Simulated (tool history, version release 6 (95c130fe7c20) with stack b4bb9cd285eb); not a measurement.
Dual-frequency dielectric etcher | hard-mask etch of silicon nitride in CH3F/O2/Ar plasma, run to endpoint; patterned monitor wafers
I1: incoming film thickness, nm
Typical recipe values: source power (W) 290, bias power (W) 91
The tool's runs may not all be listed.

{"run": 1, "day": 0.0, "source power (W)": 290, "bias power (W)": 91, "I1": 32.91, "endpoint time (s)": 48.4}
{"run": 2, "day": 0.512, "source power (W)": 290, "bias power (W)": 91, "I1": 33.0, "endpoint time (s)": 48.1}
{"day": 3.929, "done": "wet clean of the chamber"}
{"run": 3, "day": 3.95, "source power (W)": 290, "bias power (W)": 85, "I1": 32.78, "endpoint time (s)": 50.8}
{"run": 4, "day": 4.475, "source power (W)": 290, "bias power (W)": 91, "I1": 33.21, "endpoint time (s)": 50.3}
{"run": 5, "day": 8.4, "source power (W)": 290, "bias power (W)": 91, "I1": 32.54, "endpoint time (s)": 48.2}
{"run": 6, "day": 9.546, "source power (W)": 290, "bias power (W)": 91, "I1": 33.38, "endpoint time (s)": 48.7}
{"run": 7, "day": 10.675, "source power (W)": 290, "bias power (W)": 81, "I1": 33.04, "endpoint time (s)": 51.2}
{"run": 8, "day": 11.658, "source power (W)": 290, "bias power (W)": 91, "I1": 32.82, "endpoint time (s)": 48.3}
{"run": 9, "day": 13.008, "source power (W)": 290, "bias power (W)": 91, "I1": 33.06, "endpoint time (s)": 48.2}
{"run": 10, "day": 13.538, "source power (W)": 290, "bias power (W)": 91, "I1": 32.94, "endpoint time (s)": 48.3}
{"run": 11, "day": 14.638, "source power (W)": 320, "bias power (W)": 91, "I1": 33.12, "endpoint time (s)": 46.4}
{"day": 15.233, "done": "source power generator calibrated"}
{"run": 12, "day": 15.771, "source power (W)": 320, "bias power (W)": 91, "I1": 32.95, "endpoint time (s)": 45.0}
{"run": 13, "day": 16.471, "source power (W)": 330, "bias power (W)": 77, "I1": 32.95, "endpoint time (s)": 48.5}
{"run": 14, "day": 17.754, "source power (W)": 250, "bias power (W)": 98, "I1": 32.73, "endpoint time (s)": 50.2}
{"run": 15, "day": 18.858, "source power (W)": 290, "bias power (W)": 91, "I1": 32.79, "endpoint time (s)": 47.7}
{"run": 16, "day": 20.071, "source power (W)": 340, "bias power (W)": 91, "I1": 32.8, "endpoint time (s)": 43.4}
{"run": 17, "day": 21.125, "source power (W)": 290, "bias power (W)": 91, "I1": 33.19, "endpoint time (s)": 47.3}
{"day": 21.35, "done": "bias power generator calibrated"}
{"day": 22.721, "done": "wet clean of the chamber"}
{"day": 22.975, "done": "upper electrode replaced"}
{"run": 18, "day": 22.996, "source power (W)": 360, "bias power (W)": 71, "I1": 32.84, "endpoint time (s)": 49.7}
{"run": 19, "day": 25.408, "source power (W)": 330, "bias power (W)": 75, "I1": 32.64, "endpoint time (s)": 50.3}
{"run": 20, "day": 26.504, "source power (W)": 270, "bias power (W)": 79, "I1": 32.88, "endpoint time (s)": 56.0}

Predict the results of run 21:
{"run": 21, "day": 27.162, "source power (W)": 320, "bias power (W)": 85, "I1": 32.74, "endpoint time (s)": "?"}

{"run 21": {"endpoint time (s)": 48.9}}
With no hidden state in the tool, this same run would have given endpoint time (s) 49.3.
